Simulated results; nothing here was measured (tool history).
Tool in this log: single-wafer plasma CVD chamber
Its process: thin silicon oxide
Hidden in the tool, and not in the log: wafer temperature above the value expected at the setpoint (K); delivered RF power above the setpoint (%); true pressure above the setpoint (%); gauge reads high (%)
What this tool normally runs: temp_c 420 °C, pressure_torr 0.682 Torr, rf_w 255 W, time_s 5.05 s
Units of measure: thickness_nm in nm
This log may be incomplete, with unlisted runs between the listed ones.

run,hour,temp_c,pressure_torr,rf_w,time_s,wafers since the last listed run,hours since the last thermocouple change,hours since the last RF generator calibration,hours since the last manometer calibration,hours since the showerhead was replaced,hours since the gauge calibration,"read-back reference wafer on the same gauge, thickness_nm",thickness_nm
1,0,420,0.682,255,5.05,0,1414.7,576.4,1599.2,3068.9,348.2,5.875,7.01
2,26.2,420,0.761,255,5.05,1167,1440.9,602.6,1625.4,3095.1,374.4,5.884,7.85
3,38.6,420,0.761,255,5.05,552,1453.3,615,1637.8,3107.5,386.8,5.88,7.829
4,64.8,420,0.682,255,5.05,1167,1479.5,641.2,1664,3133.7,413,5.88,7.081
5,100.6,420,0.682,255,5.05,1595,1515.3,677,1699.8,3169.5,448.8,5.889,7.07
6,130.6,420,0.682,255,5.05,1337,1545.3,707,1729.8,3199.5,478.8,5.885,6.974
7,199.3,420,0.682,255,5.05,3062,1614,775.7,1798.5,3268.2,547.5,5.873,7.001
8,224.2,420,0.682,255,5.05,1109,1638.9,800.6,1823.4,3293.1,572.4,5.88,6.998
9,255.2,420,0.682,255,5.05,1381,1669.9,831.6,1854.4,3324.1,603.4,5.884,7.06
10,290.3,420,0.682,255,5.05,1564,1705,866.7,1889.5,3359.2,638.5,5.871,7.018
11,309.1,420,0.682,255,5.05,837,1723.8,885.5,1908.3,3378,657.3,5.885,7.019
12,330.3,420,0.682,255,5.05,944,1745,906.7,1929.5,3399.2,678.5,5.883,6.988
13,352.2,420,0.682,255,5.05,976,1766.9,928.6,1951.4,3421.1,700.4,5.868,6.966
14,367,420,0.682,255,5.05,659,1781.7,943.4,1966.2,3435.9,715.2,5.874,6.992
# hour 377.8: capacitance manometer re-zeroed and calibrated
15,379.5,420,0.682,255,5.05,200,1794.2,955.9,1.7,3448.4,727.7,5.879,6.994
# hour 400.9: showerhead replaced
16,401.4,420,0.682,255,5.05,619,1816.1,977.8,23.6,0.5,749.6,5.888,7.004
17,430.3,428,0.744,255,4.12,1288,1845,1006.7,52.5,29.4,778.5,5.871,6.236
18,445.6,420,0.682,255,5.05,681,1860.3,1022,67.8,44.7,793.8,5.882,7.024
19,461.3,420,0.682,255,5.05,699,1876,1037.7,83.5,60.4,809.5,5.885,7.037
# hour 479.8: thermocouple changed; heater temperature recalibrated
20,481.8,434,0.682,210,5.05,557,2,1058.2,104,80.9,830,5.884,6.561
21,510.7,420,0.682,255,5.05,1288,30.9,1087.1,132.9,109.8,858.9,5.883,7.052
# hour 511.2: gauge calibrated
22,538,434,0.631,220,4.64,1216,58.2,1114.4,160.2,137.1,26.8,5.877,5.667
# hour 572.5: RF generator calibrated
23,573,433,0.79,255,4.67,1203,93.2,0.5,195.2,172.1,61.8,5.875,7.536
24,603.1,420,0.639,205,4.32,1341,123.3,30.6,225.3,202.2,91.9,5.882,5.378
25,633.9,433,0.682,255,6,1372,154.1,61.4,256.1,233,122.7,5.882,8.418
26,662.3,420,0.682,255,5.05,1265,182.5,89.8,284.5,261.4,151.1,5.896,7.118
27,679.3,420,0.682,275,5.61,757,199.5,106.8,301.5,278.4,168.1,5.884,8.032
28,714.3,431,0.682,270,5.05,1560,234.5,141.8,336.5,313.4,203.1,5.883,7.141
29,742.4,416,0.589,295,5.5,1252,262.6,169.9,364.6,341.5,231.2,5.894,7.01
30,754.6,420,0.682,255,4.5,543,274.8,182.1,376.8,353.7,243.4,5.882,6.321

3 options for the next run, each taken on its own from the tool as it stands now. Forecast them:
A,755,420,0.682,255,5.05,17,275.2,182.5,377.2,354.1,243.8,?,?
B,755,428,0.682,255,5.05,17,275.2,182.5,377.2,354.1,243.8,?,?
C,755,432,0.54,255,5.05,17,275.2,182.5,377.2,354.1,243.8,?,?

run,"read-back reference wafer on the same gauge, thickness_nm",thickness_nm
A,5.882,7.132
B,5.882,7.09
C,5.882,5.566
With the hidden condition removed and each run's random variation left untouched, the same runs would have given:
run,thickness_nm
A,7.199
B,7.156
C,5.618

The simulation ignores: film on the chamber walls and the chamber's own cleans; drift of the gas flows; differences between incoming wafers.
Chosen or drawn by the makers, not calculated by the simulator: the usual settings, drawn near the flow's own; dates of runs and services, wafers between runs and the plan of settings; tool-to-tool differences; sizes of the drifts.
